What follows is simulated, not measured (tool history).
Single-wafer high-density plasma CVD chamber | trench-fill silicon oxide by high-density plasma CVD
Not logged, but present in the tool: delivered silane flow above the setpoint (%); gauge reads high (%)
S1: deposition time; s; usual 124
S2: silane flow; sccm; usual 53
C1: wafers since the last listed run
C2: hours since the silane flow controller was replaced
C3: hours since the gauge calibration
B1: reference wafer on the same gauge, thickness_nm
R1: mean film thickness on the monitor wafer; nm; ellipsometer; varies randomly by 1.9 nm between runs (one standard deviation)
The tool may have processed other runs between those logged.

Run 1, hour 0: usual settings but S2 50 sccm; C1 0; C2 2998.1; C3 324.8; B1 562.631. Result: R1 688.346 nm.
Run 2, hour 32: usual settings but S2 50 sccm; C1 304; C2 3030.1; C3 356.8; B1 563.16. Result: R1 686.191 nm.
At hour 43.2: gauge calibrated.
Run 3, hour 63.3: usual settings; C1 297; C2 3061.4; C3 20.1; B1 562.761. Result: R1 727.277 nm.
Run 4, hour 81.4: usual settings; C1 172; C2 3079.5; C3 38.2; B1 562.968. Result: R1 727.261 nm.
Run 5, hour 105: usual settings; C1 224; C2 3103.1; C3 61.8; B1 563.003. Result: R1 730.84 nm.
Run 6, hour 137.7: usual settings; C1 311; C2 3135.8; C3 94.5; B1 562.62. Result: R1 727.273 nm.
Run 7, hour 168.4: usual settings; C1 292; C2 3166.5; C3 125.2; B1 563.385. Result: R1 725.68 nm.
Run 8, hour 222.3: usual settings; C1 512; C2 3220.4; C3 179.1; B1 563.017. Result: R1 727.414 nm.
Run 9, hour 248.7: usual settings but S1 109 s; C1 251; C2 3246.8; C3 205.5; B1 562.833. Result: R1 642.314 nm.
Run 10, hour 275.7: usual settings but S1 109 s; C1 256; C2 3273.8; C3 232.5; B1 563.015. Result: R1 643.022 nm.
Run 11, hour 288.3: usual settings but S1 134 s, S2 50 sccm; C1 119; C2 3286.4; C3 245.1; B1 562.874. Result: R1 740.972 nm.
At hour 320.6: silane flow controller replaced.
Run 12, hour 322: usual settings but S1 134 s, S2 50 sccm; C1 244; C2 1.4; C3 278.8; B1 563.334. Result: R1 700.425 nm.
Run 13, hour 352.3: usual settings but S1 134 s, S2 50 sccm; C1 288; C2 31.7; C3 309.1; B1 562.79. Result: R1 703.513 nm.
Run 14, hour 365.9: usual settings; C1 129; C2 45.3; C3 322.7; B1 562.743. Result: R1 686.719 nm.
Run 15, hour 391.9: usual settings but S2 61 sccm; C1 247; C2 71.3; C3 348.7; B1 563.385. Result: R1 797.764 nm.
Run 16, hour 410.9: usual settings but S2 63 sccm; C1 180; C2 90.3; C3 367.7; B1 563.778. Result: R1 824.019 nm.
At hour 420.8: gauge calibrated.
Run 17, hour 427.9: usual settings but S1 140 s; C1 161; C2 107.3; C3 7.1; B1 563.692. Result: R1 779.846 nm.
Run 18, hour 450.9: usual settings but S1 134 s, S2 63 sccm; C1 218; C2 130.3; C3 30.1; B1 563.258. Result: R1 888.136 nm.
Run 19, hour 480.6: usual settings but S1 110 s; C1 282; C2 160; C3 59.8; B1 563.153. Result: R1 615.394 nm.
Run 20, hour 506.4: usual settings but S1 134 s, S2 50 sccm; C1 245; C2 185.8; C3 85.6; B1 562.546. Result: R1 711.05 nm.
Run 21, hour 529.9: usual settings but S1 109 s, S2 46 sccm; C1 223; C2 209.3; C3 109.1; B1 562.684. Result: R1 532.393 nm.
Run 22, hour 553.5: usual settings but S1 139 s; C1 224; C2 232.9; C3 132.7; B1 562.388. Result: R1 782.568 nm.
Run 23, hour 587.6: usual settings but S1 147 s, S2 44 sccm; C1 324; C2 267; C3 166.8; B1 562.854. Result: R1 685.799 nm.

Forecast run 24:
Run 24, hour 621.2: usual settings but S1 144 s, S2 57 sccm; C1 319; C2 300.6; C3 200.4; B1 ?. Result: R1 ?.

Logged for run 24: B1 562.846, R1 870.728 nm.
With the hidden condition absent and the run-to-run variation left alone, this run would have shown R1 852.376 nm.
